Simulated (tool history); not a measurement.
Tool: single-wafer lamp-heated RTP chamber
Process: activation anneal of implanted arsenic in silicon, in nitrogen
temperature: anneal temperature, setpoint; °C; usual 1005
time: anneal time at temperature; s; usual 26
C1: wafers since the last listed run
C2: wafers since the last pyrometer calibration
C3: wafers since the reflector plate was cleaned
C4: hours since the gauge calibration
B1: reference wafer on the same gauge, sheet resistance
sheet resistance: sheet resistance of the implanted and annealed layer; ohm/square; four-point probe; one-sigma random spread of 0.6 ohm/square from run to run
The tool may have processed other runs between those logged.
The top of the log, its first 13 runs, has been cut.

run 14 hour=325.4 | temperature=1005 time=26 | C1=268 C2=415 C3=10699 C4=741.3 | B1=205.95 | sheet_resistance=181.44
run 15 hour=347.8 | temperature=1005 time=26 | C1=225 C2=641 C3=10925 C4=763.7 | B1=205.75 | sheet_resistance=181.37
run 16 hour=375.2 | temperature=1031 time=26 | C1=276 C2=917 C3=11201 C4=791.1 | B1=206.31 | sheet_resistance=177.81
-- hour=382.1 gauge calibrated
run 17 hour=402.1 | temperature=1031 time=26 | C1=271 C2=1188 C3=11472 C4=20 | B1=206.04 | sheet_resistance=177.72
-- hour=429.7 reflector plate cleaned
run 18 hour=433.7 | temperature=1035 time=16 | C1=237 C2=1426 C3=40 C4=51.6 | B1=206.43 | sheet_resistance=180.62
run 19 hour=460.4 | temperature=977 time=26 | C1=269 C2=1695 C3=309 C4=78.3 | B1=206.03 | sheet_resistance=183.26
run 20 hour=559.5 | temperature=1005 time=26 | C1=998 C2=2694 C3=1308 C4=177.4 | B1=205.94 | sheet_resistance=179.65
run 21 hour=581 | temperature=1005 time=26 | C1=216 C2=2911 C3=1525 C4=198.9 | B1=205.91 | sheet_resistance=181.15
run 22 hour=603.5 | temperature=1022 time=26 | C1=226 C2=3137 C3=1752 C4=221.4 | B1=206.15 | sheet_resistance=178.67
run 23 hour=631.8 | temperature=997 time=21 | C1=285 C2=3423 C3=2037 C4=249.7 | B1=205.92 | sheet_resistance=182.54
-- hour=643.2 pyrometer window cleaned and pyrometer calibrated
run 24 hour=653.9 | temperature=1016 time=31 | C1=142 C2=107 C3=2179 C4=271.8 | B1=206.19 | sheet_resistance=178.35

Run 25, settings as shown, results not yet in. Your forecast:
run 25 hour=668.2 | temperature=1005 time=26 | C1=144 C2=251 C3=2323 C4=286.1 | B1=? | sheet_resistance=?

B1: 205.81
sheet resistance: 180.65 ohm/square
Minus the tool's unlogged condition, the same run would have read sheet resistance 180.65 ohm/square.
